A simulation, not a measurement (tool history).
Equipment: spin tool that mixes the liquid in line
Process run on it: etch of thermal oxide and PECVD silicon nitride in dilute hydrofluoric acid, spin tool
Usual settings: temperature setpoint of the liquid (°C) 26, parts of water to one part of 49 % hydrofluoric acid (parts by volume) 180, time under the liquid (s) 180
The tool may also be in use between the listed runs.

run	day	temperature setpoint of the liquid (°C)	parts of water to one part of 49 % hydrofluoric acid (parts by volume)	time under the liquid (s)	wafers since the last listed run	hours since the thermometer was replaced	hours since the hydrofluoric acid flow meter was replaced	hours since the gauge calibration	read-back film thickness of the thermal oxide reference wafer, read on the same gauge (nm)	read-back film thickness of the PECVD silicon nitride reference wafer, read on the same gauge (nm)	thickness taken off the thermal oxide on a monitor wafer (Å)	thickness taken off the PECVD silicon nitride on a monitor wafer (Å)
1	0	26	180	180	0	883.9	1547.2	262.5	150.007	80.013	49.02	18.79
2	1.571	26	180	180	306	921.6	1584.9	300.2	149.973	79.984	48.43	19.01
3	2.638	26	230	180	208	947.2	1610.5	325.8	149.994	80.003	36.65	14.82
4	10.521	26	230	180	1539	1136.4	1799.7	515	149.997	79.993	36.27	14.75
5	12.679	26	180	250	421	1188.2	1851.5	566.8	149.987	80.003	68.57	26.37
6	14.45	26	180	180	345	1230.7	1894	609.3	149.998	80.013	48.62	19.03
7	17.192	26	250	255	535	1296.5	1959.8	675.1	149.993	80.025	45.83	19.27
8	18.504	26	180	180	256	1328	1991.3	706.6	149.994	80.005	49.74	18.89
9	19.621	26	180	180	218	1354.8	2018.1	733.4	150.004	79.988	48.55	18.48
10	20.717	26	180	180	214	1381.1	2044.4	759.7	149.99	80.015	48.24	19.16
11	23.288	22.5	180	180	502	1442.8	2106.1	821.4	150.008	79.991	42.91	15.08
# day 24.392: hydrofluoric acid flow meter replaced
12	26.083	22.5	180	180	537	1509.9	40.6	888.5	150.016	79.98	42.85	14.94
13	27.8	26	140	140	335	1551.1	81.8	929.7	150.009	79.996	50.61	19
14	29.712	23	155	85	373	1597	127.7	975.6	150.004	79.997	24.57	8.39
# day 32.179: thermometer replaced
15	32.617	22	180	80	559	10.5	197.4	1045.3	149.998	80.027	18.55	6.57
16	34.962	26	265	180	458	66.8	253.7	1101.6	150.015	79.982	30.08	12.83
17	37.321	22	180	130	460	123.4	310.3	1158.2	150	80.018	30.55	10.7
18	44.821	26	250	255	1464	303.4	490.3	1338.2	149.991	79.998	45.92	19.13
# day 46.392: gauge calibrated
19	47.375	26	150	180	498	364.7	551.6	23.6	150.007	79.976	60.37	22.92
20	49.596	24.5	125	80	433	418	604.9	76.9	150.006	79.966	32.01	11.1
21	51.096	30	150	210	292	454	640.9	112.9	150.021	79.998	80.83	33.56
22	52.3	29.5	235	115	235	482.9	669.8	141.8	149.981	79.994	25.44	11.53
23	54.196	21.5	180	180	370	528.4	715.3	187.3	149.994	79.987	41.35	14.17
24	57.096	29.5	235	115	566	598	784.9	256.9	149.987	80.009	25.44	11.11
25	60.671	24	135	180	698	683.8	870.7	342.7	150.015	80.006	63.85	22.26
26	62.167	26	260	260	292	719.7	906.6	378.6	150.012	79.993	45	18.65

What if the next run were any one of these 4? Each begins from the tool's condition after run 26:
A	62.188	26	180	180	4	720.2	907.1	379.1	?	?	?	?
B	62.188	26	115	220	4	720.2	907.1	379.1	?	?	?	?
C	62.188	30.5	140	180	4	720.2	907.1	379.1	?	?	?	?
D	62.188	29.5	180	85	4	720.2	907.1	379.1	?	?	?	?

run	read-back film thickness of the thermal oxide reference wafer, read on the same gauge (nm)	read-back film thickness of the PECVD silicon nitride reference wafer, read on the same gauge (nm)	thickness taken off the thermal oxide on a monitor wafer (Å)	thickness taken off the PECVD silicon nitride on a monitor wafer (Å)
A	149.989	79.997	49.15	18.73
B	149.989	79.997	101.66	35.78
C	149.989	79.997	78.21	31.88
D	149.989	79.997	26.32	10.97
Had the tool no hidden state, the same runs would have come out as:
run	thickness taken off the thermal oxide on a monitor wafer (Å)	thickness taken off the PECVD silicon nitride on a monitor wafer (Å)
A	49.15	18.73
B	101.66	35.78
C	78.21	31.88
D	26.32	10.97
